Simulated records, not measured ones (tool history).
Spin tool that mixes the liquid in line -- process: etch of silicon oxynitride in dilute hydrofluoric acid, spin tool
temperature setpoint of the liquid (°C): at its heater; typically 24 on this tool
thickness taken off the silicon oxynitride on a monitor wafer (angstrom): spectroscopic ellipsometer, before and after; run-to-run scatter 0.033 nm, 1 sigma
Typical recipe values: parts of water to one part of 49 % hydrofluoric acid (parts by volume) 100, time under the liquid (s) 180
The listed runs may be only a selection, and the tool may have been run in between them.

run,day,temperature setpoint of the liquid (°C),parts of water to one part of 49 % hydrofluoric acid (parts by volume),time under the liquid (s),wafers since the last listed run,hours since the thermometer was replaced,hours since the hydrofluoric acid flow meter was replaced,hours since the gauge calibration,"read-back film thickness of the silicon oxynitride reference wafer, read on the same gauge (nm)",thickness taken off the silicon oxynitride on a monitor wafer (angstrom)
1,0,24,100,95,0,2187.9,1603.8,1371.3,106.801,12.95
# day 2.104: thermometer replaced
2,3.479,24,100,95,444,33,1687.3,1454.8,106.578,13.37
# day 4.588: hydrofluoric acid flow meter replaced
3,7.117,24,100,95,465,120.3,60.7,1542.1,106.385,13.38
4,8.775,24,100,130,214,160.1,100.5,1581.9,106.28,18.25
5,18.775,24,100,180,1293,400.1,340.5,1821.9,105.67,25.1
6,20.829,24,100,180,265,449.4,389.8,1871.2,105.566,24.51
7,23.962,24,100,180,405,524.6,465,1946.4,105.365,24.48
8,27.783,24,100,180,494,616.3,556.7,2038.1,105.114,24.65
9,31.379,24,100,235,465,702.6,643,2124.4,104.88,32.19
10,34.938,24,100,180,460,788,728.4,2209.8,104.744,24.65
11,38.858,21,120,285,507,882.1,822.5,2303.9,104.434,27.7
12,42.7,24,100,180,497,974.3,914.7,2396.1,104.216,23.81
13,44.383,24,120,80,217,1014.7,955.1,2436.5,104.131,8.9
14,48.4,27.5,80,70,519,1111.1,1051.5,2532.9,103.891,14.63
# day 58.762: gauge calibrated
15,60.938,24,60,180,1622,1412,1352.4,52.2,109.623,44.64
16,63.488,21.5,70,210,329,1473.2,1413.6,113.4,109.415,38.61
17,67.825,27.5,100,180,561,1577.3,1517.7,217.5,109.13,30.11
18,72.05,24,100,180,546,1678.7,1619.1,318.9,108.9,24.91
# day 73.471: hydrofluoric acid flow meter replaced
19,73.75,24,100,180,214,1719.5,6.7,359.7,108.803,26.2
20,75.312,24,70,180,202,1757,44.2,397.2,108.716,36.89
21,79.788,24,125,180,578,1864.4,151.6,504.6,108.443,20.03
# day 82.354: thermometer replaced
22,83.604,24,135,215,488,30,243.2,596.2,108.233,21.92
23,87.933,20,150,180,560,133.9,347.1,700.1,107.963,13.48
24,90.35,25.5,120,180,312,191.9,405.1,758.1,107.798,21.92
25,92.462,24,100,180,273,242.6,455.8,808.8,107.72,25.3

Predict the results of run 26:
26,94.712,19,70,260,291,296.6,509.8,862.8,?,?

{"run 26": {"read-back film thickness of the silicon oxynitride reference wafer, read on the same gauge (nm)": 107.555, "thickness taken off the silicon oxynitride on a monitor wafer (angstrom)": 41.97}}
With the hidden condition absent and the run-to-run variation left alone, this run would have shown thickness taken off the silicon oxynitride on a monitor wafer (angstrom) 42.93.
